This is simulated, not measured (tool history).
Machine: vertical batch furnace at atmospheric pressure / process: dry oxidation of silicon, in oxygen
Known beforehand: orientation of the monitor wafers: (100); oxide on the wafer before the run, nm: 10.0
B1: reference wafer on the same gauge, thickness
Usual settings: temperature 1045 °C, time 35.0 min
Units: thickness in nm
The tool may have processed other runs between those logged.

Run 1, hour 0.0: usual settings; B1 46.27. Result: thickness 56.20 nm.
Run 2, hour 31.9: usual settings; B1 46.29. Result: thickness 56.43 nm.
Run 3, hour 83.5: usual settings; B1 46.29. Result: thickness 56.21 nm.
Run 4, hour 110.1: usual settings but time 29.0 min; B1 46.27. Result: thickness 50.36 nm.
Run 5, hour 138.5: usual settings but time 44.0 min; B1 46.32. Result: thickness 64.53 nm.
Run 6, hour 163.8: usual settings but time 44.0 min; B1 46.27. Result: thickness 64.73 nm.
Run 7, hour 188.4: usual settings but time 48.0 min; B1 46.29. Result: thickness 67.66 nm.
Run 8, hour 212.6: usual settings but time 48.0 min; B1 46.26. Result: thickness 67.93 nm.
Run 9, hour 262.8: usual settings but time 48.0 min; B1 46.32. Result: thickness 67.95 nm.
Run 10, hour 294.5: usual settings; B1 46.32. Result: thickness 56.23 nm.
Run 11, hour 320.2: usual settings; B1 46.34. Result: thickness 56.74 nm.
Run 12, hour 346.3: usual settings; B1 46.27. Result: thickness 56.67 nm.
Run 13, hour 403.9: usual settings; B1 46.29. Result: thickness 56.71 nm.
At hour 429.1: thermocouples replaced and temperature profile calibrated.
Run 14, hour 439.8: usual settings; B1 46.32. Result: thickness 54.57 nm.
Run 15, hour 489.9: usual settings; B1 46.31. Result: thickness 54.79 nm.
Run 16, hour 557.8: usual settings but temperature 1023 °C, time 45.0 min; B1 46.29. Result: thickness 52.63 nm.
Run 17, hour 620.5: usual settings; B1 46.33. Result: thickness 54.55 nm.
Run 18, hour 647.7: usual settings but temperature 1062 °C, time 22.5 min; B1 46.30. Result: thickness 48.86 nm.

The next listed run, before its measurement:
Run 19, hour 693.1: usual settings; B1 ?. Result: thickness ?.

{"run 19": {"B1": 46.3, "thickness": 54.9}}
The same run, on a tool lacking any hidden state, would have yielded thickness 54.55 nm.

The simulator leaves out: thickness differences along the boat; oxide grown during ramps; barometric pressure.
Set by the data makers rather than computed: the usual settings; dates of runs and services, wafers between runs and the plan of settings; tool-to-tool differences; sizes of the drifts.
